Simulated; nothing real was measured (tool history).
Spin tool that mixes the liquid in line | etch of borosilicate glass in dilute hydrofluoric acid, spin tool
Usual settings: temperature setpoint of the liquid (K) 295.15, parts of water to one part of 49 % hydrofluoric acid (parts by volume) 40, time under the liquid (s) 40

| run | day | temperature setpoint of the liquid (K) | parts of water to one part of 49 % hydrofluoric acid (parts by volume) | time under the liquid (s) | wafers since the last listed run | hours since the thermometer was replaced | hours since the hydrofluoric acid flow meter was replaced | hours since the gauge calibration | read-back film thickness of the borosilicate glass reference wafer, read on the same gauge (nm) | thickness taken off the borosilicate glass on a monitor wafer (angstrom) |
|---|---|---|---|---|---|---|---|---|---|---|
| 1 | 0 | 295.15 | 40 | 30 | 0 | 2186.7 | 1374.5 | 469.6 | 90.01 | 234.2 |
| 2 | 1.467 | 295.15 | 40 | 40 | 514 | 2221.9 | 1409.7 | 504.8 | 90 | 314.1 |
| 3 | 3.458 | 295.15 | 45 | 40 | 699 | 2269.7 | 1457.5 | 552.6 | 90 | 277.8 |
| 4 | 4.85 | 295.15 | 40 | 40 | 488 | 2303.1 | 1490.9 | 586 | 89.98 | 310 |
|  | 6.004 | gauge calibrated |
| 5 | 7.633 | 295.15 | 40 | 40 | 976 | 2369.9 | 1557.7 | 39.1 | 90 | 313.5 |
| 6 | 9.35 | 295.15 | 40 | 40 | 602 | 2411.1 | 1598.9 | 80.3 | 90 | 313.4 |
| 7 | 10.562 | 295.15 | 40 | 40 | 425 | 2440.2 | 1628 | 109.4 | 90 | 315.6 |
| 8 | 15.421 | 295.15 | 40 | 40 | 1705 | 2556.8 | 1744.6 | 226 | 89.99 | 315.3 |
|  | 15.754 | thermometer replaced |
|  | 16.162 | hydrofluoric acid flow meter replaced |
| 9 | 17.946 | 295.15 | 40 | 40 | 856 | 52.6 | 42.8 | 286.6 | 89.99 | 314.6 |
| 10 | 19.962 | 295.15 | 50 | 65 | 707 | 101 | 91.2 | 335 | 89.99 | 402.8 |
| 11 | 22.467 | 295.15 | 50 | 40 | 878 | 161.1 | 151.3 | 395.1 | 89.97 | 248.5 |
| 12 | 30.954 | 295.15 | 40 | 40 | 2978 | 364.8 | 355 | 598.8 | 89.99 | 313.3 |
|  | 31.067 | gauge calibrated |
| 13 | 33.525 | 295.15 | 40 | 40 | 902 | 426.5 | 416.7 | 59 | 90 | 314.2 |
| 14 | 35.038 | 297.15 | 55 | 20 | 530 | 462.8 | 453 | 95.3 | 90.02 | 121.5 |
| 15 | 37.862 | 293.15 | 40 | 40 | 991 | 530.6 | 520.8 | 163.1 | 90.03 | 286.6 |
| 16 | 39.746 | 297.65 | 55 | 40 | 660 | 575.8 | 566 | 208.3 | 89.99 | 248.4 |
| 17 | 41.867 | 295.15 | 55 | 45 | 744 | 626.7 | 616.9 | 259.2 | 89.99 | 252.8 |
| 18 | 43.158 | 292.15 | 25 | 15 | 453 | 657.7 | 647.9 | 290.2 | 89.99 | 170.3 |
| 19 | 45.567 | 295.15 | 20 | 40 | 845 | 715.5 | 705.7 | 348 | 89.98 | 633 |

The tool's hidden state at each run:
liquid hotter than its thermometer reads (K): 0 in every run
hydrofluoric acid flow above the setpoint (%): 0 in every run
gauge reads high (%): 0 in every run

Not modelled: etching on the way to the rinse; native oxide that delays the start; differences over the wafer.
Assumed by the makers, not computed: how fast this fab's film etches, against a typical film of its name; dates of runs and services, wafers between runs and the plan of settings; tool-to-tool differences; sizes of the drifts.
